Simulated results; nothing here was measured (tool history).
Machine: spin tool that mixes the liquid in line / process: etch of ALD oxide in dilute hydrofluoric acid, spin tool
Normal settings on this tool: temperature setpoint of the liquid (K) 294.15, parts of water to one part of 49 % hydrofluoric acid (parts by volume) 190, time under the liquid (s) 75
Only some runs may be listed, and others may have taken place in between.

run	hour	temperature setpoint of the liquid (K)	parts of water to one part of 49 % hydrofluoric acid (parts by volume)	time under the liquid (s)	wafers since the last listed run	hours since the thermometer was replaced	hours since the hydrofluoric acid flow meter was replaced	hours since the gauge calibration	read-back film thickness of the ALD oxide reference wafer, read on the same gauge (nm)	thickness taken off the ALD oxide on a monitor wafer (nm)
1	0.0	294.15	190	75	0	1625.7	1691.4	91.3	110.033	3.272
2	15.5	294.15	190	75	214	1641.2	1706.9	106.8	110.074	3.267
3	26.8	294.15	235	75	156	1652.5	1718.2	118.1	109.975	2.515
4	39.6	294.15	235	75	177	1665.3	1731.0	130.9	109.999	2.482
5	52.5	294.15	235	75	178	1678.2	1743.9	143.8	109.971	2.482
6	61.6	294.15	190	75	126	1687.3	1753.0	152.9	110.016	3.237
7	69.9	294.15	190	75	115	1695.6	1761.3	161.2	110.006	3.236
8	76.3	294.15	255	90	88	1702.0	1767.7	167.6	110.039	2.697
# hour 94.6: thermometer replaced
9	106.8	294.15	190	90	408	12.2	1798.2	198.1	109.982	3.887
# hour 115.4: gauge calibrated
10	119.0	292.15	190	75	169	24.4	1810.4	3.6	110.020	3.013
# hour 161.6: hydrofluoric acid flow meter replaced
11	171.8	292.65	190	100	717	77.2	10.2	56.4	110.008	4.802
12	182.6	294.15	190	75	149	88.0	21.0	67.2	109.960	3.799
13	199.3	296.15	100	105	231	104.7	37.7	83.9	110.030	12.006
14	205.8	296.15	190	40	90	111.2	44.2	90.4	110.010	2.169

Here are 3 independent what-if runs from the current tool condition. What would each one return?
A	206.2	294.15	190	75	5	111.6	44.6	90.8	?	?
B	206.2	298.65	135	40	5	111.6	44.6	90.8	?	?
C	206.2	294.15	190	95	5	111.6	44.6	90.8	?	?

run	read-back film thickness of the ALD oxide reference wafer, read on the same gauge (nm)	thickness taken off the ALD oxide on a monitor wafer (nm)
A	109.942	3.767
B	109.942	3.572
C	109.942	4.771
The same runs, with their run-to-run variation unchanged, on a tool lacking any hidden condition would have given:
run	thickness taken off the ALD oxide on a monitor wafer (nm)
A	3.888
B	3.683
C	4.924

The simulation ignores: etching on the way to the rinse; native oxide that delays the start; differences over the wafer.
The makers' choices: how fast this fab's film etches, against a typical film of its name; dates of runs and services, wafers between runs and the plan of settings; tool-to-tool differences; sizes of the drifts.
